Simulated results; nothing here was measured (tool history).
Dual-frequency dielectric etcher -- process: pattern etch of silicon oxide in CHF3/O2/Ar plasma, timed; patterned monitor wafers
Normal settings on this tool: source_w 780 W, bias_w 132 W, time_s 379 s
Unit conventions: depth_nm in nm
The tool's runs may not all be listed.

run    hour  source_w  bias_w  time_s  wafers since the last listed run  hours since the last wet clean  hours since the last source power generator calibration  hours since the last bias power generator calibration  hours since the last upper electrode change  hours since the gauge calibration  read-back reference wafer on the same gauge, depth_nm  depth_nm
  1       0       780     132     379                                 0                           170.5                                                   3673.9                                                 3157.3                                       1161.7                             1179.1                                                    927     790.6
  2    65.8       700     121     379                               259                           236.3                                                   3739.7                                                 3223.1                                       1227.5                             1244.9                                                    927     717.8
  3   132.1       700     121     379                               261                           302.6                                                     3806                                                 3289.4                                       1293.8                             1311.2                                                  926.3     722.4
  4   164.1       700     121     379                               126                           334.6                                                     3838                                                 3321.4                                       1325.8                             1343.2                                                  926.7     718.5
      190.4  -- wet clean of the chamber
  5   234.8       780     132     379                               183                            44.4                                                   3908.7                                                 3392.1                                       1396.5                             1413.9                                                  926.8     798.5
      362.7  -- source power generator calibrated
  6   394.2       780     132     379                               612                           203.8                                                     31.5                                                 3551.5                                       1555.9                             1573.3                                                  927.1     783.1
  7   444.3       780     132     379                               197                           253.9                                                     81.6                                                 3601.6                                         1606                             1623.4                                                  926.2     780.2
  8   497.5       780     132     379                               209                           307.1                                                    134.8                                                 3654.8                                       1659.2                             1676.6                                                  927.2       777
  9   556.7       780     132     379                               233                           366.3                                                      194                                                   3714                                       1718.4                             1735.8                                                    926     771.9
      626.3  -- wet clean of the chamber
 10   626.8       780     132     379                               181                             0.5                                                    264.1                                                 3784.1                                       1788.5                             1805.9                                                  927.4     800.3
 11   687.3       780     132     379                               238                              61                                                    324.6                                                 3844.6                                         1849                             1866.4                                                  927.3     795.4
 12   756.8       890     143     379                               273                           130.5                                                    394.1                                                 3914.1                                       1918.5                             1935.9                                                    927     859.8
 13   792.2       930     150     408                               139                           165.9                                                    429.5                                                 3949.5                                       1953.9                             1971.3                                                  927.1       953
 14   829.6       640     143     328                               147                           203.3                                                    466.9                                                 3986.9                                       1991.3                             2008.7                                                  926.2     667.3
      866.2  -- bias power generator calibrated
 15   890.3       780     132     303                               223                             264                                                    527.6                                                   24.1                                         2052                             2069.4                                                  927.1     629.6
      937.4  -- upper electrode replaced, of another model than before
 16   937.9       780     132     379                                92                           311.6                                                    575.2                                                   71.7                                          0.5                               2117                                                  927.3     780.1
 17   990.3       780     132     379                               206                             364                                                    627.6                                                  124.1                                         52.9                             2169.4                                                  927.2     780.4
     1026.8  -- gauge calibrated
     1050.6  -- wet clean of the chamber
 18  1051.1       630     143     379                               144                             0.5                                                    688.4                                                  184.9                                        113.7                               24.3                                                  926.8     740.6
 19  1073.3       780     132   449.5                                87                            22.7                                                    710.6                                                  207.1                                        135.9                               46.5                                                  926.6       951
 20  1114.1       680     163   440.5                               160                            63.5                                                    751.4                                                  247.9                                        176.7                               87.3                                                  926.4       980
 21  1154.5       780     132     379                               159                           103.9                                                    791.8                                                  288.3                                        217.1                              127.7                                                  927.5     789.2
 22  1194.6       900     147     432                               157                             144                                                    831.9                                                  328.4                                        257.2                              167.8                                                  926.6    1028.1
 23  1218.6       780     159     379                                94                             168                                                    855.9                                                  352.4                                        281.2                              191.8                                                  927.3       877
 24    1266       780     132     379                               186                           215.4                                                    903.3                                                  399.8                                        328.6                              239.2                                                  926.9     780.8
 25  1328.8       910     132     379                               247                           278.2                                                    966.1                                                  462.6                                        391.4                                302                                                  926.9     841.7
 26  1395.7       780     132     379                               263                           345.1                                                     1033                                                  529.5                                        458.3                              368.9                                                  926.1     780.3
 27  1449.6       670     117     458                               212                             399                                                   1086.9                                                  583.4                                        512.2                              422.8                                                  926.7     791.5
     1475.8  -- wet clean of the chamber
 28  1496.3       970     132     379                                89                            20.5                                                   1133.6                                                  630.1                                        558.9                              469.5                                                  927.3       886
 29  1531.8       780     132     379                               139                              56                                                   1169.1                                                  665.6                                        594.4                                505                                                  927.5     795.1
 30  1592.5       780     107     329                               239                           116.7                                                   1229.8                                                  726.3                                        655.1                              565.7                                                  926.9     592.5

Branching from run 30: 3 alternative next runs. What would each branch give?
  A  1593       840     132     379                                 1                           117.2                                                   1230.3                                                  726.8                                        655.6                              566.2                                                      ?         ?
  B  1593       870     141     308                                 1                           117.2                                                   1230.3                                                  726.8                                        655.6                              566.2                                                      ?         ?
  C  1593       780     120     379                                 1                           117.2                                                   1230.3                                                  726.8                                        655.6                              566.2                                                      ?         ?

run  read-back reference wafer on the same gauge, depth_nm  depth_nm
  A                                                  926.3     819.6
  B                                                  926.3     706.1
  C                                                  926.3     741.3
Without the tool's unlogged condition, the same runs would have read:
run  depth_nm
  A     826.8
  B     712.3
  C     747.9

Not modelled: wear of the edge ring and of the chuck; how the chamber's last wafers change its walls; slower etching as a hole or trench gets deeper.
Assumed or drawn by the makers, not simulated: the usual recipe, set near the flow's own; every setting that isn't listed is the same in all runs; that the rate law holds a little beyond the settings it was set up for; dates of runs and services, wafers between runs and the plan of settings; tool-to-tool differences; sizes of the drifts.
